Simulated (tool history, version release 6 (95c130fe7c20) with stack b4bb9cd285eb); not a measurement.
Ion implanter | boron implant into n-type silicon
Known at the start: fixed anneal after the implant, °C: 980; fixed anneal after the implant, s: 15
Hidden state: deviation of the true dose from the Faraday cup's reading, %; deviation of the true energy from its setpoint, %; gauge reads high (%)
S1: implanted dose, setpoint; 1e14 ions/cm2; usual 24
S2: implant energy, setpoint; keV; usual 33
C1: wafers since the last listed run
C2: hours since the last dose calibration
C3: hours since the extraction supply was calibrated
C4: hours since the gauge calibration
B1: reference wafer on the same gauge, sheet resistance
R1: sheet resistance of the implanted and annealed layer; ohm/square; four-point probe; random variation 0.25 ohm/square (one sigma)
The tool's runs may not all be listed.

run	hour	S1	S2	C1	C2	C3	C4	B1	R1
1	0	27.59	33	0	1049.8	2211.5	758.6	60.92	66.37
2	190.6	27.59	33	4402	1240.4	2402.1	949.2	60.85	66.69
3	353.6	19.16	33	3764	1403.4	2565.1	1112.2	60.86	80.41
4	420.5	19.16	33	1545	1470.3	2632	1179.1	60.88	80.21
5	463.5	19.16	33	993	1513.3	2675	1222.1	60.96	80.21
6	535	24	33	1651	1584.8	2746.5	1293.6	60.89	70.74
7	578.1	24	33	995	1627.9	2789.6	1336.7	60.89	71.2
8	648	24	37.5	1614	1697.8	2859.5	1406.6	60.9	69.86
# hour 701.1: gauge calibrated
9	718.4	24	37.5	1625	1768.2	2929.9	17.3	60.9	69.8
10	768.3	26.91	29	1152	1818.1	2979.8	67.2	60.9	69.35
11	838.9	26.91	29	1630	1888.7	3050.4	137.8	60.93	69.11
12	904.5	24	37	1515	1954.3	3116	203.4	60.93	69.82
# hour 948.8: extraction supply calibrated
13	952.2	24	25.5	916	2002	3.4	251.1	60.93	75.22
14	981.2	17.16	29.5	669	2031	32.4	280.1	60.85	86.56
15	1006.2	21.4	28.5	577	2056	57.4	305.1	60.9	77.71
# hour 1029.1: Faraday cup replaced and dose calibrated
16	1067.2	18.4	24.5	1224	38.1	118.4	366.1	60.91	87.41
17	1102.1	24	33	806	73	153.3	401	60.95	72.52
18	1145.3	29.32	22.5	997	116.2	196.5	444.2	60.9	73.32
19	1186.8	24	29	958	157.7	238	485.7	60.87	73.9
20	1242.2	19.16	33	1279	213.1	293.4	541.1	60.89	81.34
21	1286.5	18.55	33	1023	257.4	337.7	585.4	60.96	83.04
22	1323.7	28.68	36.5	859	294.6	374.9	622.6	60.91	65.1
23	1385.6	24	33	1429	356.5	436.8	684.5	60.93	71.9
24	1440.6	19.9	25	1270	411.5	491.8	739.5	60.89	83.06
25	1475.9	19.55	37.5	815	446.8	527.1	774.8	60.85	79.56

Hidden state at the last listed run before each entry between runs and at the first one after, where it differs:
Between runs 8 and 9: gauge calibrated (hour 701.1)
  deviation of the true dose from the Faraday cup's reading, %: 5.41 -> 5.45
  measured less the result without the state, R1: -2.04 -> -2.05 ohm/square
Between runs 12 and 13: extraction supply calibrated (hour 948.8)
  deviation of the true dose from the Faraday cup's reading, %: 5.55 -> 5.57
  measured less the result without the state, R1: -2.08 -> -1.82 ohm/square
Between runs 15 and 16: Faraday cup replaced and dose calibrated (hour 1029.1)
  deviation of the true dose from the Faraday cup's reading, %: 5.59 -> 1.21
  measured less the result without the state, R1: -2.2 -> -0.57 ohm/square
